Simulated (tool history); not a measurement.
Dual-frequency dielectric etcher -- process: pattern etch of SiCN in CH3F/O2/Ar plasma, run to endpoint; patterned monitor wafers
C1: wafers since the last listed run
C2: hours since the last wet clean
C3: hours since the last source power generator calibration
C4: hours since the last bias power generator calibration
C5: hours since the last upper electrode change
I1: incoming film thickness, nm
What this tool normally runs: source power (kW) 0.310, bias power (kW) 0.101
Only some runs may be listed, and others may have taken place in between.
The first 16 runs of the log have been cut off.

{"run": 17, "hour": 543.5, "source power (kW)": 0.34, "bias power (kW)": 0.085, "C1": 632, "C2": 125.4, "C3": 318.5, "C4": 3581.4, "C5": 5799.1, "I1": 7.66, "endpoint time (s)": 19.7}
{"run": 18, "hour": 578.9, "source power (kW)": 0.31, "bias power (kW)": 0.101, "C1": 643, "C2": 160.8, "C3": 353.9, "C4": 3616.8, "C5": 5834.5, "I1": 7.77, "endpoint time (s)": 19.2}
{"run": 19, "hour": 596.3, "source power (kW)": 0.25, "bias power (kW)": 0.092, "C1": 316, "C2": 178.2, "C3": 371.3, "C4": 3634.2, "C5": 5851.9, "I1": 7.72, "endpoint time (s)": 21.5}
{"hour": 655.6, "done": "upper electrode replaced"}
{"run": 20, "hour": 656.1, "source power (kW)": 0.35, "bias power (kW)": 0.117, "C1": 650, "C2": 238.0, "C3": 431.1, "C4": 3694.0, "C5": 0.5, "I1": 7.62, "endpoint time (s)": 16.6}
{"run": 21, "hour": 686.1, "source power (kW)": 0.38, "bias power (kW)": 0.109, "C1": 545, "C2": 268.0, "C3": 461.1, "C4": 3724.0, "C5": 30.5, "I1": 7.68, "endpoint time (s)": 17.2}
{"run": 22, "hour": 708.0, "source power (kW)": 0.31, "bias power (kW)": 0.101, "C1": 398, "C2": 289.9, "C3": 483.0, "C4": 3745.9, "C5": 52.4, "I1": 7.67, "endpoint time (s)": 19.1}
{"hour": 757.2, "done": "bias power generator calibrated"}
{"run": 23, "hour": 814.7, "source power (kW)": 0.31, "bias power (kW)": 0.125, "C1": 1867, "C2": 396.6, "C3": 589.7, "C4": 57.5, "C5": 159.1, "I1": 7.69, "endpoint time (s)": 17.5}
{"run": 24, "hour": 841.1, "source power (kW)": 0.31, "bias power (kW)": 0.101, "C1": 480, "C2": 423.0, "C3": 616.1, "C4": 83.9, "C5": 185.5, "I1": 7.74, "endpoint time (s)": 19.4}
{"run": 25, "hour": 867.1, "source power (kW)": 0.35, "bias power (kW)": 0.112, "C1": 472, "C2": 449.0, "C3": 642.1, "C4": 109.9, "C5": 211.5, "I1": 7.7, "endpoint time (s)": 17.6}
{"run": 26, "hour": 891.0, "source power (kW)": 0.24, "bias power (kW)": 0.093, "C1": 434, "C2": 472.9, "C3": 666.0, "C4": 133.8, "C5": 235.4, "I1": 7.73, "endpoint time (s)": 22.6}
{"run": 27, "hour": 925.5, "source power (kW)": 0.28, "bias power (kW)": 0.119, "C1": 627, "C2": 507.4, "C3": 700.5, "C4": 168.3, "C5": 269.9, "I1": 7.7, "endpoint time (s)": 18.5}
{"run": 28, "hour": 958.8, "source power (kW)": 0.26, "bias power (kW)": 0.114, "C1": 605, "C2": 540.7, "C3": 733.8, "C4": 201.6, "C5": 303.2, "I1": 7.77, "endpoint time (s)": 20.0}
{"run": 29, "hour": 1021.9, "source power (kW)": 0.25, "bias power (kW)": 0.086, "C1": 1147, "C2": 603.8, "C3": 796.9, "C4": 264.7, "C5": 366.3, "I1": 7.68, "endpoint time (s)": 22.8}
{"run": 30, "hour": 1041.6, "source power (kW)": 0.38, "bias power (kW)": 0.081, "C1": 358, "C2": 623.5, "C3": 816.6, "C4": 284.4, "C5": 386.0, "I1": 7.69, "endpoint time (s)": 19.9}
{"run": 31, "hour": 1064.5, "source power (kW)": 0.31, "bias power (kW)": 0.101, "C1": 416, "C2": 646.4, "C3": 839.5, "C4": 307.3, "C5": 408.9, "I1": 7.65, "endpoint time (s)": 19.8}
{"run": 32, "hour": 1088.6, "source power (kW)": 0.31, "bias power (kW)": 0.101, "C1": 438, "C2": 670.5, "C3": 863.6, "C4": 331.4, "C5": 433.0, "I1": 7.6, "endpoint time (s)": 19.3}
{"run": 33, "hour": 1109.3, "source power (kW)": 0.38, "bias power (kW)": 0.124, "C1": 376, "C2": 691.2, "C3": 884.3, "C4": 352.1, "C5": 453.7, "I1": 7.69, "endpoint time (s)": 16.5}
{"hour": 1145.4, "done": "wet clean of the chamber"}
{"run": 34, "hour": 1145.9, "source power (kW)": 0.27, "bias power (kW)": 0.117, "C1": 229, "C2": 0.5, "C3": 920.9, "C4": 388.7, "C5": 490.3, "I1": 7.67, "endpoint time (s)": 18.2}
{"run": 35, "hour": 1153.0, "source power (kW)": 0.36, "bias power (kW)": 0.076, "C1": 129, "C2": 7.6, "C3": 928.0, "C4": 395.8, "C5": 497.4, "I1": 7.71, "endpoint time (s)": 20.1}

Predict each of these 4 candidate next runs independently; none follows another, all start after run 35:
{"run": "A", "hour": 1153.4, "source power (kW)": 0.31, "bias power (kW)": 0.101, "C1": 7, "C2": 8.0, "C3": 928.4, "C4": 396.2, "C5": 497.8, "I1": 7.74, "endpoint time (s)": "?"}
{"run": "B", "hour": 1153.4, "source power (kW)": 0.38, "bias power (kW)": 0.079, "C1": 7, "C2": 8.0, "C3": 928.4, "C4": 396.2, "C5": 497.8, "I1": 7.74, "endpoint time (s)": "?"}
{"run": "C", "hour": 1153.4, "source power (kW)": 0.38, "bias power (kW)": 0.094, "C1": 7, "C2": 8.0, "C3": 928.4, "C4": 396.2, "C5": 497.8, "I1": 7.74, "endpoint time (s)": "?"}
{"run": "D", "hour": 1153.4, "source power (kW)": 0.24, "bias power (kW)": 0.101, "C1": 7, "C2": 8.0, "C3": 928.4, "C4": 396.2, "C5": 497.8, "I1": 7.74, "endpoint time (s)": "?"}

run=A endpoint_time_(s)=18.7
run=B endpoint_time_(s)=19.4
run=C endpoint_time_(s)=17.9
run=D endpoint_time_(s)=20.6
Stripped of hidden state, with their random variation kept, the same runs would have yielded:
run=A endpoint_time_(s)=18.6
run=B endpoint_time_(s)=19.3
run=C endpoint_time_(s)=17.8
run=D endpoint_time_(s)=20.5

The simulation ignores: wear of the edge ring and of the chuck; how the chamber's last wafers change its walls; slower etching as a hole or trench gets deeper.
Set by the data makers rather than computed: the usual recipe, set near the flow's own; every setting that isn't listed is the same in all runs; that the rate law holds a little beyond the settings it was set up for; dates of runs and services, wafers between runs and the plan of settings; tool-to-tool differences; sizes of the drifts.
